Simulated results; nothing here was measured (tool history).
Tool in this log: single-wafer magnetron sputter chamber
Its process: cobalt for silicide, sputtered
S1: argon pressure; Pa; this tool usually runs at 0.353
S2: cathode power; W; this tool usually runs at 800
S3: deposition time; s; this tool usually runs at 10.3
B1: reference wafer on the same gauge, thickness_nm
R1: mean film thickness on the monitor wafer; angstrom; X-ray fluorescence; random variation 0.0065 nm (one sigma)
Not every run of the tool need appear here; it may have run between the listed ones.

run   hour     S1   S2    S3     B1     R1
  1      0  0.353  800  10.3   3.67  43.61
  2   26.5  0.353  800  10.3  3.669  43.48
  3   58.2  0.353  800  10.3  3.668  43.28
        83  -- sputter target and shields replaced
  4   83.5  0.353  800  10.3  3.671  43.84
  5  114.2  0.353  800  10.3  3.672   43.8
     148.4  -- capacitance manometer re-zeroed and calibrated
  6  148.9  0.353  800  10.3  3.668     43
  7    175  0.353  800  10.3   3.67  42.73
     198.2  -- gauge calibrated
  8  209.1  0.353  800  10.3  3.669  42.73
     217.5  -- sputter target and shields replaced
       229  -- magnet pack replaced
  9  244.4  0.353  850  12.1  3.667  52.77
 10  271.5  0.353  800  10.3  3.669  42.98
 11  297.7  0.297  900   9.5   3.67  43.54
 12  315.8  0.353  800  10.3   3.67  42.78
     340.4  -- sputter target and shields replaced
 13  347.7  0.353  650   8.3  3.672  30.46
 14  362.2  0.353  800  11.1   3.67  46.42
 15  374.3  0.301  950   9.5  3.671  45.32
 16  394.5  0.353  950  10.3  3.673  48.41

Difference, measured minus no-hidden-state, one row per run. Run-to-run variation is common to both terms; the gauge's own scatter need not be:
Hidden conditions of the tool in this case: deposition rate above that of a new target (%); true argon pressure above the setpoint (%); gauge reads high (%).
run     R1
  1  +0.17
  2  +0.11
  3  +0.02
  4  +0.41
  5  +0.34
  6  -0.38
  7  -0.47
  8  -0.59
  9  -0.26
 10   -0.3
 11  -0.39
 12  -0.46
 13  -0.11
 14  -0.21
 15  -0.24
 16  -0.34

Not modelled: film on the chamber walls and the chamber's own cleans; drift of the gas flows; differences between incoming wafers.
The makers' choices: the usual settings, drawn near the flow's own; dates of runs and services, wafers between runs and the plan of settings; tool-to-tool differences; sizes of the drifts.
